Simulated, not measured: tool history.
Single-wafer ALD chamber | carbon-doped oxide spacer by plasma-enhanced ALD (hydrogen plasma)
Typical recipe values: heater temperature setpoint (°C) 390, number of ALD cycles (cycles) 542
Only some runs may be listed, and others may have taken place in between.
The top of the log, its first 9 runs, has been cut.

run     day  heater temperature setpoint (°C)  number of ALD cycles (cycles)  read-back reference wafer on the same gauge, thickness_nm  mean film thickness on the monitor wafer (nm)
 10   5.967                               380                            542                                                     25.878                                         27.029
 11   6.275                               380                            542                                                     25.895                                         27.065
 12   6.900                               390                            468                                                     25.905                                         23.351
 13   7.183                               390                            468                                                     25.919                                         23.383
 14   7.700                               390                            468                                                     25.949                                         23.377
 15   8.292                               394                            489                                                     25.906                                         24.390
 16   8.796                               394                            489                                                     25.949                                         24.426
      8.900  -- gauge calibrated
 17   9.529                               390                            542                                                     25.471                                         26.662
 18   9.958                               390                            542                                                     25.494                                         26.555
 19  12.075                               390                            542                                                     25.515                                         26.672
 20  12.433                               390                            542                                                     25.494                                         26.716
 21  13.029                               387                            502                                                     25.540                                         24.690
     13.958  -- thermocouple changed; heater temperature recalibrated
 22  13.979                               397                            606                                                     25.557                                         29.817
 23  14.138                               381                            624                                                     25.580                                         30.783
 24  14.833                               401                            604                                                     25.603                                         29.731

What will run 25 give?
 25  15.267                               387                            502                                                          ?                                              ?

read-back reference wafer on the same gauge, thickness_nm: 25.604
mean film thickness on the monitor wafer (nm): 24.737
On a tool with no hidden condition, and with the same random variation, this run would have come out at mean film thickness on the monitor wafer (nm) 24.635.
